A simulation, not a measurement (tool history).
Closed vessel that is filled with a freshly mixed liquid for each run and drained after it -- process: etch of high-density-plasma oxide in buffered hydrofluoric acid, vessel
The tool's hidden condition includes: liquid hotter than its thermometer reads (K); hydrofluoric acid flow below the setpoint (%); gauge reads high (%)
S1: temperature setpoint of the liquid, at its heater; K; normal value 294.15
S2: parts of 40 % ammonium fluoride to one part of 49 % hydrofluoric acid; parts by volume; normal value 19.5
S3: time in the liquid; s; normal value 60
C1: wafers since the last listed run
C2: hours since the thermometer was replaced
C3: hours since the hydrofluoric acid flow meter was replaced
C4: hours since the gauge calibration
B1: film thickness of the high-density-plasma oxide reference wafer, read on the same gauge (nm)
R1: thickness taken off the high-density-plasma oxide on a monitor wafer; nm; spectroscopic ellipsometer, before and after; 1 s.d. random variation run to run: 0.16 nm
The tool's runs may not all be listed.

| run | hour | S1 | S2 | S3 | C1 | C2 | C3 | C4 | B1 | R1 |
|---|---|---|---|---|---|---|---|---|---|---|
| 1 | 0 | 294.15 | 19.5 | 50 | 0 | 2233.6 | 1798.9 | 176.2 | 150.01 | 26.5 |
| 2 | 11.6 | 294.15 | 19.5 | 50 | 1228 | 2245.2 | 1810.5 | 187.8 | 149.98 | 26.42 |
| 3 | 19 | 294.15 | 19.5 | 50 | 783 | 2252.6 | 1817.9 | 195.2 | 150.03 | 26.36 |
|  | 28.3 | gauge calibrated |
| 4 | 32 | 294.15 | 19.5 | 60 | 1376 | 2265.6 | 1830.9 | 3.7 | 149.97 | 31.59 |
| 5 | 49 | 294.15 | 19.5 | 60 | 1799 | 2282.6 | 1847.9 | 20.7 | 149.98 | 31.8 |
| 6 | 57.1 | 294.15 | 19.5 | 60 | 857 | 2290.7 | 1856 | 28.8 | 149.99 | 31.72 |
| 7 | 71.8 | 294.15 | 19.5 | 60 | 1556 | 2305.4 | 1870.7 | 43.5 | 149.99 | 31.81 |
| 8 | 87.9 | 294.15 | 19.5 | 60 | 1704 | 2321.5 | 1886.8 | 59.6 | 150.06 | 31.79 |
| 9 | 104.7 | 294.15 | 19.5 | 60 | 1778 | 2338.3 | 1903.6 | 76.4 | 150 | 31.63 |
| 10 | 112.8 | 294.15 | 17 | 60 | 857 | 2346.4 | 1911.7 | 84.5 | 149.98 | 35.87 |
| 11 | 119.7 | 294.15 | 17 | 60 | 730 | 2353.3 | 1918.6 | 91.4 | 149.97 | 36.55 |
| 12 | 127.1 | 296.15 | 19.5 | 80 | 783 | 2360.7 | 1926 | 98.8 | 150.01 | 47.55 |
| 13 | 135.6 | 290.15 | 24 | 80 | 899 | 2369.2 | 1934.5 | 107.3 | 150.02 | 29.15 |
| 14 | 143.7 | 297.15 | 19.5 | 40 | 857 | 2377.3 | 1942.6 | 115.4 | 150.04 | 25.03 |
| 15 | 159.9 | 297.65 | 12.5 | 90 | 1715 | 2393.5 | 1958.8 | 131.6 | 150.03 | 89.1 |
|  | 161.6 | hydrofluoric acid flow meter replaced |
| 16 | 174.1 | 297.15 | 23 | 60 | 1397 | 2407.7 | 12.5 | 145.8 | 149.99 | 33.12 |
|  | 184.5 | gauge calibrated |
| 17 | 192 | 294.15 | 19.5 | 60 | 1894 | 2425.6 | 30.4 | 7.5 | 149.94 | 31.77 |
| 18 | 199.6 | 296.65 | 19.5 | 60 | 804 | 2433.2 | 38 | 15.1 | 150.01 | 36.47 |
|  | 204 | thermometer replaced |
| 19 | 206.5 | 290.15 | 24.5 | 75 | 624 | 2.5 | 44.9 | 22 | 150 | 26.9 |
| 20 | 222 | 294.15 | 19.5 | 60 | 1640 | 18 | 60.4 | 37.5 | 149.98 | 31.79 |
| 21 | 237.1 | 292.65 | 23.5 | 95 | 1598 | 33.1 | 75.5 | 52.6 | 149.96 | 39.92 |
| 22 | 251.5 | 294.15 | 22 | 60 | 1524 | 47.5 | 89.9 | 67 | 149.97 | 29.14 |

Forecast run 23:
| 23 | 262 | 294.15 | 19.5 | 75 | 1111 | 58 | 100.4 | 77.5 | ? | ? |

{"run 23": {"B1": 150.04, "R1": 39.62}}
Minus the tool's unlogged condition, the same run would have read R1 39.62 nm.
